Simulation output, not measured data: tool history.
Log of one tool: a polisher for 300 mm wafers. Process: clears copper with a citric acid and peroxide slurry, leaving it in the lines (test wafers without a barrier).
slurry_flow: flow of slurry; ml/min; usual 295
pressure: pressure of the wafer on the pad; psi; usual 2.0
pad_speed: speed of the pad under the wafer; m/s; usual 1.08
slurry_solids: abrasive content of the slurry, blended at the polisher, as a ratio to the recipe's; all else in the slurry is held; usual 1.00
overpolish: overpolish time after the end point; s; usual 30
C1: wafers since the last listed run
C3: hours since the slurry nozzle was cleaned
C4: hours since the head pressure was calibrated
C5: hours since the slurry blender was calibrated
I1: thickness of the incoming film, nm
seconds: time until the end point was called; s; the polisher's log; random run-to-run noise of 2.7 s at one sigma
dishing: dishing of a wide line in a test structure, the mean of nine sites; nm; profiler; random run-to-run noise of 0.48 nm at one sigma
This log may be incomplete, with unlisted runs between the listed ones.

run 1 hour=0.0 | slurry_flow=295 pressure=2.0 pad_speed=1.08 slurry_solids=1.10 overpolish=30 | C1=0 wafers_polished_on_this_pad=1210 C3=128.8 C4=675.1 C5=55.2 | I1=270.7 | seconds=224.9 dishing=24.4
-- hour=4.2 worn pad replaced by a new one
run 2 hour=16.1 | slurry_flow=295 pressure=2.0 pad_speed=1.08 slurry_solids=1.10 overpolish=30 | C1=76 wafers_polished_on_this_pad=75 C3=144.9 C4=691.2 C5=71.3 | I1=270.4 | seconds=192.1 dishing=27.1
run 3 hour=33.4 | slurry_flow=295 pressure=2.0 pad_speed=1.08 slurry_solids=1.00 overpolish=30 | C1=108 wafers_polished_on_this_pad=184 C3=162.2 C4=708.5 C5=88.6 | I1=272.5 | seconds=205.1 dishing=26.7
run 4 hour=49.7 | slurry_flow=295 pressure=2.0 pad_speed=1.08 slurry_solids=1.00 overpolish=30 | C1=102 wafers_polished_on_this_pad=286 C3=178.5 C4=724.8 C5=104.9 | I1=270.7 | seconds=205.7 dishing=26.6
run 5 hour=59.5 | slurry_flow=295 pressure=2.0 pad_speed=1.08 slurry_solids=1.00 overpolish=30 | C1=61 wafers_polished_on_this_pad=348 C3=188.3 C4=734.6 C5=114.7 | I1=273.4 | seconds=202.2 dishing=26.6
run 6 hour=70.4 | slurry_flow=295 pressure=1.5 pad_speed=1.08 slurry_solids=1.00 overpolish=30 | C1=68 wafers_polished_on_this_pad=417 C3=199.2 C4=745.5 C5=125.6 | I1=274.9 | seconds=244.8 dishing=23.0
run 7 hour=87.0 | slurry_flow=295 pressure=2.0 pad_speed=1.08 slurry_solids=1.00 overpolish=30 | C1=104 wafers_polished_on_this_pad=521 C3=215.8 C4=762.1 C5=142.2 | I1=274.8 | seconds=205.9 dishing=25.7
run 8 hour=98.1 | slurry_flow=295 pressure=2.0 pad_speed=1.08 slurry_solids=1.00 overpolish=30 | C1=69 wafers_polished_on_this_pad=591 C3=226.9 C4=773.2 C5=153.3 | I1=274.9 | seconds=216.8 dishing=26.3
-- hour=124.9 slurry blender recalibrated
-- hour=125.3 head pressure recalibrated
run 9 hour=140.9 | slurry_flow=295 pressure=2.0 pad_speed=1.08 slurry_solids=1.00 overpolish=30 | C1=254 wafers_polished_on_this_pad=845 C3=269.7 C4=15.6 C5=16.0 | I1=272.7 | seconds=216.6 dishing=26.0
run 10 hour=153.6 | slurry_flow=295 pressure=2.0 pad_speed=1.08 slurry_solids=1.00 overpolish=30 | C1=80 wafers_polished_on_this_pad=925 C3=282.4 C4=28.3 C5=28.7 | I1=269.4 | seconds=215.1 dishing=25.7
run 11 hour=167.6 | slurry_flow=295 pressure=2.0 pad_speed=1.08 slurry_solids=1.00 overpolish=30 | C1=88 wafers_polished_on_this_pad=1014 C3=296.4 C4=42.3 C5=42.7 | I1=266.8 | seconds=211.6 dishing=25.0
run 12 hour=176.0 | slurry_flow=295 pressure=2.0 pad_speed=1.08 slurry_solids=1.00 overpolish=30 | C1=52 wafers_polished_on_this_pad=1067 C3=304.8 C4=50.7 C5=51.1 | I1=269.8 | seconds=216.8 dishing=25.2
run 13 hour=186.0 | slurry_flow=295 pressure=2.0 pad_speed=1.08 slurry_solids=1.00 overpolish=30 | C1=63 wafers_polished_on_this_pad=1130 C3=314.8 C4=60.7 C5=61.1 | I1=266.8 | seconds=215.8 dishing=25.0
run 14 hour=195.6 | slurry_flow=380 pressure=2.0 pad_speed=1.08 slurry_solids=1.00 overpolish=30 | C1=60 wafers_polished_on_this_pad=1190 C3=324.4 C4=70.3 C5=70.7 | I1=266.4 | seconds=210.4 dishing=24.0
-- hour=202.8 worn pad replaced by a new one
run 15 hour=204.4 | slurry_flow=295 pressure=2.0 pad_speed=1.08 slurry_solids=1.00 overpolish=30 | C1=30 wafers_polished_on_this_pad=10 C3=333.2 C4=79.1 C5=79.5 | I1=269.6 | seconds=194.3 dishing=25.8
run 16 hour=216.9 | slurry_flow=295 pressure=2.5 pad_speed=0.78 slurry_solids=1.00 overpolish=30 | C1=78 wafers_polished_on_this_pad=88 C3=345.7 C4=91.6 C5=92.0 | I1=267.0 | seconds=204.8 dishing=25.7
run 17 hour=224.9 | slurry_flow=295 pressure=2.0 pad_speed=1.08 slurry_solids=1.00 overpolish=30 | C1=50 wafers_polished_on_this_pad=139 C3=353.7 C4=99.6 C5=100.0 | I1=272.5 | seconds=197.9 dishing=27.5
run 18 hour=231.0 | slurry_flow=225 pressure=1.7 pad_speed=1.08 slurry_solids=1.00 overpolish=30 | C1=38 wafers_polished_on_this_pad=177 C3=359.8 C4=105.7 C5=106.1 | I1=269.7 | seconds=220.3 dishing=24.6
-- hour=249.5 slurry nozzle cleaned
run 19 hour=250.0 | slurry_flow=295 pressure=2.0 pad_speed=1.08 slurry_solids=1.00 overpolish=30 | C1=113 wafers_polished_on_this_pad=291 C3=0.5 C4=124.7 C5=125.1 | I1=271.7 | seconds=204.1 dishing=25.9
run 20 hour=258.7 | slurry_flow=295 pressure=2.0 pad_speed=1.08 slurry_solids=1.00 overpolish=30 | C1=54 wafers_polished_on_this_pad=345 C3=9.2 C4=133.4 C5=133.8 | I1=266.2 | seconds=193.9 dishing=26.2
run 21 hour=273.8 | slurry_flow=295 pressure=2.0 pad_speed=1.08 slurry_solids=1.00 overpolish=30 | C1=95 wafers_polished_on_this_pad=441 C3=24.3 C4=148.5 C5=148.9 | I1=271.5 | seconds=208.0 dishing=25.7
run 22 hour=284.5 | slurry_flow=295 pressure=2.0 pad_speed=1.08 slurry_solids=1.00 overpolish=17 | C1=67 wafers_polished_on_this_pad=508 C3=35.0 C4=159.2 C5=159.6 | I1=271.3 | seconds=201.7 dishing=16.5
-- hour=292.6 slurry blender recalibrated
run 23 hour=302.2 | slurry_flow=250 pressure=2.0 pad_speed=1.08 slurry_solids=1.00 overpolish=30 | C1=98 wafers_polished_on_this_pad=607 C3=52.7 C4=176.9 C5=9.6 | I1=269.8 | seconds=211.4 dishing=25.2
run 24 hour=314.2 | slurry_flow=210 pressure=2.0 pad_speed=1.08 slurry_solids=1.00 overpolish=30 | C1=75 wafers_polished_on_this_pad=682 C3=64.7 C4=188.9 C5=21.6 | I1=271.1 | seconds=214.3 dishing=24.6
run 25 hour=330.7 | slurry_flow=340 pressure=1.8 pad_speed=1.08 slurry_solids=1.25 overpolish=30 | C1=103 wafers_polished_on_this_pad=786 C3=81.2 C4=205.4 C5=38.1 | I1=272.3 | seconds=216.2 dishing=25.9
run 26 hour=338.5 | slurry_flow=380 pressure=2.0 pad_speed=1.08 slurry_solids=1.25 overpolish=45 | C1=49 wafers_polished_on_this_pad=836 C3=89.0 C4=213.2 C5=45.9 | I1=270.0 | seconds=198.8 dishing=34.4

The logged runs with the hidden state left out (each run's random variation unchanged):
Hidden state at play: removal rate lost through wear of the pad, %; slurry flow missing at the pad, %; deviation of the head's pressure from its setpoint, %; abrasive missing from the slurry, %.
run=1 seconds=195.2 dishing=27.1
run=2 seconds=189.9 dishing=27.3
run=3 seconds=200.7 dishing=27.1
run=4 seconds=199.2 dishing=27.2
run=5 seconds=194.6 dishing=27.3
run=6 seconds=234.0 dishing=23.8
run=7 seconds=194.8 dishing=26.8
run=8 seconds=203.6 dishing=27.5
run=9 seconds=197.8 dishing=27.8
run=10 seconds=194.8 dishing=27.7
run=11 seconds=189.9 dishing=27.1
run=12 seconds=193.4 dishing=27.4
run=13 seconds=191.2 dishing=27.3
run=14 seconds=185.2 dishing=26.4
run=15 seconds=193.4 dishing=25.9
run=16 seconds=202.3 dishing=25.9
run=17 seconds=194.5 dishing=27.8
run=18 seconds=215.7 dishing=25.0
run=19 seconds=197.5 dishing=26.5
run=20 seconds=186.6 dishing=26.9
run=21 seconds=198.3 dishing=26.6
run=22 seconds=191.0 dishing=17.3
run=23 seconds=197.9 dishing=26.5
run=24 seconds=199.0 dishing=25.9
run=25 seconds=198.6 dishing=27.6
run=26 seconds=181.8 dishing=36.3
